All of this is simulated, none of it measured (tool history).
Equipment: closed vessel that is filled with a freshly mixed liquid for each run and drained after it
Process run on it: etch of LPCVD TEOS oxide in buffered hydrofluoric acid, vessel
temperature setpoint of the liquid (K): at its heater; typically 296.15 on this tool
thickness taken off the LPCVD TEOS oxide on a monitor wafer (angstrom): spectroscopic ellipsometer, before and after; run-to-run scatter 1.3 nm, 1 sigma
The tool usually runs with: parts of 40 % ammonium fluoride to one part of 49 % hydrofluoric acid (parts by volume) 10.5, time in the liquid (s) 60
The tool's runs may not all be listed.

run	hour	temperature setpoint of the liquid (K)	parts of 40 % ammonium fluoride to one part of 49 % hydrofluoric acid (parts by volume)	time in the liquid (s)	wafers since the last listed run	hours since the thermometer was replaced	hours since the hydrofluoric acid flow meter was replaced	hours since the gauge calibration	read-back film thickness of the LPCVD TEOS oxide reference wafer, read on the same gauge (nm)	thickness taken off the LPCVD TEOS oxide on a monitor wafer (angstrom)
1	0	296.15	10.5	60	0	1983.7	1544.3	641.5	100.01	1422.8
2	23.2	296.15	10.5	60	3270	2006.9	1567.5	664.7	99.99	1391.2
3	37.4	296.15	10.5	60	2001	2021.1	1581.7	678.9	99.99	1424
4	62	296.15	10.5	60	3467	2045.7	1606.3	703.5	100.02	1402.8
5	89.3	296.15	10.5	60	3848	2073	1633.6	730.8	100	1410.3
6	108.7	296.15	10.5	60	2734	2092.4	1653	750.2	99.97	1415.3
# hour 110.6: gauge calibrated
7	127.2	296.15	10.5	60	2607	2110.9	1671.5	16.6	100.04	1432.6
# hour 134.6: thermometer replaced
8	146	296.15	10.5	60	2509	11.4	1690.3	35.4	100.02	1429.8
9	159.1	296.15	8	60	1846	24.5	1703.4	48.5	100	1809.2
10	189.1	294.15	14.5	80	4228	54.5	1733.4	78.5	100.02	1239.6
11	204.4	294.65	7.5	75	2156	69.8	1748.7	93.8	100.03	2236.1
12	229	292.15	10.5	85	3467	94.4	1773.3	118.4	99.99	1616.5
13	307	300.65	10.5	75	10994	172.4	1851.3	196.4	100.01	2258.3
14	326.7	296.15	10.5	60	2776	192.1	1871	216.1	99.98	1421
15	347.2	296.15	8.5	85	2889	212.6	1891.5	236.6	99.99	2405
16	365.6	296.15	10.5	70	2593	231	1909.9	255	99.98	1668.3
17	384.4	300.65	10.5	60	2649	249.8	1928.7	273.8	99.99	1776.7
18	420.4	296.15	10.5	60	5074	285.8	1964.7	309.8	99.96	1409.5
19	450.8	295.15	10.5	60	4285	316.2	1995.1	340.2	99.99	1347.3
20	489	296.15	12.5	60	5384	354.4	2033.3	378.4	99.97	1195.9
21	504.2	294.65	9.5	60	2142	369.6	2048.5	393.6	100.03	1415.1
22	520.8	291.65	6.5	30	2339	386.2	2065.1	410.2	100	865.2
23	543.4	293.15	12.5	45	3185	408.8	2087.7	432.8	100	764.5
24	560.5	298.65	14	75	2410	425.9	2104.8	449.9	99.99	1543.4
25	581.2	296.15	10.5	60	2917	446.6	2125.5	470.6	99.98	1429.6
# hour 594.5: hydrofluoric acid flow meter replaced
26	605.6	293.65	12	60	3298	471	11.1	495	100.01	1111.1
27	629.9	299.65	8	60	3425	495.3	35.4	519.3	99.99	2203.7
28	651.8	294.65	8	35	3086	517.2	57.3	541.2	100	983.8
29	664	300.65	7.5	60	1719	529.4	69.5	553.4	100	2422
30	745.9	293.15	13	45	11544	611.3	151.4	635.3	99.99	740.4
31	847.7	296.15	13	80	14349	713.1	253.2	737.1	100	1549.5
32	865.3	295.15	10.5	60	2480	730.7	270.8	754.7	99.98	1343.4

For each run, what was the tool's unlogged condition?
liquid colder than its thermometer reads (K): 0, the same for each run
hydrofluoric acid flow above the setpoint (%): 0, the same for each run
gauge reads high (%): 0, the same for each run

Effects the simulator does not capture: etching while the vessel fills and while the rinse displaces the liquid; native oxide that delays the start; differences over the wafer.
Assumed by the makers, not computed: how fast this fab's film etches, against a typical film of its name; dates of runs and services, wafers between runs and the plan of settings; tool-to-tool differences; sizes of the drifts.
